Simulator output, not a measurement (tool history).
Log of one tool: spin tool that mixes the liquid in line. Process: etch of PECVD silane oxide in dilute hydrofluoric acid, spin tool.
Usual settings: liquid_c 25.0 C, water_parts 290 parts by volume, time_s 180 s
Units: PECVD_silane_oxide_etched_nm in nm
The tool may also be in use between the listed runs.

run,hour,liquid_c,water_parts,time_s,"read-back film thickness of the PECVD silane oxide reference wafer, read on the same gauge (nm)",PECVD_silane_oxide_etched_nm
1,0.0,25.0,290,180,50.00,22.86
2,16.5,25.0,290,180,49.99,23.20
3,30.4,28.0,290,180,49.99,25.43
4,54.7,28.0,290,180,50.00,25.39
5,69.6,28.0,290,180,50.00,25.41
6,85.4,25.0,290,180,50.03,23.26
7,110.5,25.0,290,180,49.98,23.22
8,145.3,25.0,290,180,49.98,23.01
9,170.9,25.0,290,180,49.99,22.73
# hour 174.6: gauge calibrated
10,200.8,25.0,290,180,50.02,22.67
11,215.5,25.0,290,180,49.97,22.62
12,233.0,25.0,290,180,50.02,22.46
13,268.0,25.0,350,90,49.99,8.84
14,284.5,25.0,290,180,49.98,22.17
15,302.4,25.0,290,180,49.98,22.56
16,334.6,25.0,290,180,50.03,22.49
17,362.0,25.0,340,180,49.98,18.01
18,382.1,25.0,385,275,50.05,23.21
# hour 384.3: hydrofluoric acid flow meter replaced
# hour 405.8: thermometer replaced
19,408.0,27.5,350,180,49.97,19.96
20,421.1,25.0,170,180,50.02,45.76
21,444.5,27.0,290,135,50.01,18.84
22,469.8,25.0,415,255,50.00,20.31
23,504.4,27.5,290,180,50.00,25.26
24,520.6,25.0,290,180,49.96,23.22
25,543.1,27.0,155,240,50.01,71.46

3 ways to go on from here, each from the tool as it stands after run 25. What would each give?
A,543.6,25.0,335,180,?,?
B,543.6,27.5,335,275,?,?
C,543.6,23.0,210,180,?,?

run,"read-back film thickness of the PECVD silane oxide reference wafer, read on the same gauge (nm)",PECVD_silane_oxide_etched_nm
A,49.98,19.12
B,49.98,31.72
C,49.98,32.26
Without the tool's hidden state the same runs would have given:
run,PECVD_silane_oxide_etched_nm
A,19.51
B,32.38
C,32.86

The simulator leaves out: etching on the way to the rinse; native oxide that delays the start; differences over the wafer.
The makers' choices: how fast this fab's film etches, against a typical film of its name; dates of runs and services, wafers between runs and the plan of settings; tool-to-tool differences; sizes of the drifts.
